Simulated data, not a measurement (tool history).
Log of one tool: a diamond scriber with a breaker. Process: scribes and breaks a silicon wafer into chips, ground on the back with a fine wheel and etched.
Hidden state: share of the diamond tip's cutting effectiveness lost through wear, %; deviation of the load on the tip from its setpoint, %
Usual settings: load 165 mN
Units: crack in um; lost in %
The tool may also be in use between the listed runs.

run,hour,load,wafers since the last listed run,hours since the diamond tip was replaced,hours since the load on the tip was calibrated,"incoming depth of the damage left on the back of the incoming wafer, um",crack,lost
1,0,165,0,312,604.8,0.5,11.05,1.33
2,38.1,165,136,350.1,642.9,0.31,10.87,1.37
3,90.9,165,188,402.9,695.7,0.31,10.76,1.52
4,121.5,165,109,433.5,726.3,0.73,10.83,1.62
5,155.3,201,120,467.3,760.1,0.76,11.83,0.82
6,218.9,201,227,530.9,823.7,0.53,11.59,0.73
7,253.1,189,122,565.1,857.9,0.39,11.25,0.98
8,290.7,189,134,602.7,895.5,0.61,11.25,1.02
9,354,189,226,666,958.8,0.44,11,1.15
10,423.4,147,248,735.4,1028.2,0.52,9.71,4.49
11,459.5,165,129,771.5,1064.3,0.51,10.12,2.99
12,496,165,130,808,1100.8,0.46,10.06,2.92
# hour 524.4: diamond tip replaced by a new one
13,534.9,165,132,10.5,1139.7,0.42,10.93,1.41

The next listed run, before its measurement:
14,586.8,135,185,62.4,1191.6,0.55,?,?

{"run 14": {"crack": 10.11, "lost": 3.61}}
Without the tool's hidden state the same run would have given crack 10.9 um, lost 1.66 %.
